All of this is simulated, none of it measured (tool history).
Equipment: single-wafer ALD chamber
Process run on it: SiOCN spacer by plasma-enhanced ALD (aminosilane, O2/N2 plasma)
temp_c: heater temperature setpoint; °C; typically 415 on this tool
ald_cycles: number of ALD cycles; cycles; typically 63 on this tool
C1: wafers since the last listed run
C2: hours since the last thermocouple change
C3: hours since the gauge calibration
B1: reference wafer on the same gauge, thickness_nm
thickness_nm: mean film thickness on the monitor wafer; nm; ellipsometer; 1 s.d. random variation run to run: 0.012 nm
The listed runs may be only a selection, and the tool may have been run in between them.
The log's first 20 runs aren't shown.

Run 21, hour 253.7: usual settings but temp_c 424 °C, ald_cycles 58 cycles; C1 18; C2 1771.3; C3 413.5; B1 2.670. Result: thickness_nm 2.883 nm.
Run 22, hour 270.4: usual settings; C1 49; C2 1788.0; C3 430.2; B1 2.674. Result: thickness_nm 3.209 nm.
Run 23, hour 280.1: usual settings but temp_c 427 °C, ald_cycles 59 cycles; C1 28; C2 1797.7; C3 439.9; B1 2.669. Result: thickness_nm 2.897 nm.
Run 24, hour 290.4: usual settings but temp_c 409 °C, ald_cycles 66 cycles; C1 30; C2 1808.0; C3 450.2; B1 2.668. Result: thickness_nm 3.437 nm.
At hour 294.2: gauge calibrated.
Run 25, hour 298.2: usual settings but temp_c 400 °C; C1 22; C2 1815.8; C3 4.0; B1 2.675. Result: thickness_nm 3.374 nm.
Run 26, hour 315.9: usual settings; C1 52; C2 1833.5; C3 21.7; B1 2.673. Result: thickness_nm 3.232 nm.
Run 27, hour 332.7: usual settings but ald_cycles 76 cycles; C1 49; C2 1850.3; C3 38.5; B1 2.670. Result: thickness_nm 3.886 nm.
At hour 348.4: thermocouple changed; heater temperature recalibrated.
Run 28, hour 350.6: usual settings but ald_cycles 59 cycles; C1 29; C2 2.2; C3 56.4; B1 2.669. Result: thickness_nm 3.014 nm.
Run 29, hour 365.1: usual settings but temp_c 427 °C; C1 42; C2 16.7; C3 70.9; B1 2.671. Result: thickness_nm 3.083 nm.
Run 30, hour 376.3: usual settings but temp_c 424 °C, ald_cycles 57 cycles; C1 33; C2 27.9; C3 82.1; B1 2.670. Result: thickness_nm 2.839 nm.
Run 31, hour 385.7: usual settings but temp_c 429 °C; C1 27; C2 37.3; C3 91.5; B1 2.669. Result: thickness_nm 3.080 nm.

Run 32, settings as shown, results not yet in. Your forecast:
Run 32, hour 401.8: usual settings but temp_c 407 °C, ald_cycles 58 cycles; C1 47; C2 53.4; C3 107.6; B1 ?. Result: thickness_nm ?.

Run 32 yielded B1 2.672, thickness_nm 3.050 nm.
Minus the tool's unlogged condition, the same run would have read thickness_nm 3.050 nm.
